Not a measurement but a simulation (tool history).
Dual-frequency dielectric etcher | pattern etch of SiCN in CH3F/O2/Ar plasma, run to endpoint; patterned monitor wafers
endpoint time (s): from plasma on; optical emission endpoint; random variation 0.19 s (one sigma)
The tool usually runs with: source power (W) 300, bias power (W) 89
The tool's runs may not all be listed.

run,hour,source power (W),bias power (W),"incoming incoming film thickness, nm",endpoint time (s)
1,0.0,300,89,8.24,24.0
2,12.2,300,89,8.22,23.8
3,24.5,300,82,8.24,24.7
4,34.4,300,89,8.22,24.1
5,50.6,300,89,8.13,23.7
6,67.9,300,89,8.05,23.4
7,84.4,300,89,8.17,23.6
8,93.0,300,89,8.26,24.2
9,105.0,300,89,8.18,23.9
10,118.2,300,89,8.17,23.8
11,127.4,300,89,8.16,24.3
12,144.9,300,89,8.21,24.4
# hour 160.5: source power generator calibrated
13,161.0,300,89,8.23,24.3
14,170.4,240,89,8.13,26.3
15,180.6,300,89,8.20,23.9
16,197.3,300,89,8.27,24.2
17,206.6,340,80,8.14,23.9
18,222.7,230,89,8.16,26.7
# hour 250.1: wet clean of the chamber
19,250.6,300,70,8.26,24.9
20,250.9,300,89,8.21,22.7
21,254.0,350,89,8.14,21.7
22,270.1,300,69,8.17,24.9
23,286.5,300,89,8.19,22.9
24,304.3,240,68,8.12,27.0
# hour 332.6: bias power generator calibrated
# hour 336.3: upper electrode replaced
25,336.8,300,89,8.27,23.6
26,343.1,250,89,8.11,24.6

The next listed run, before its measurement:
27,393.6,300,89,8.19,?

endpoint time (s): 23.2
Were there no unlogged condition in the tool, this run, its random variation unchanged, would have produced endpoint time (s) 22.9.
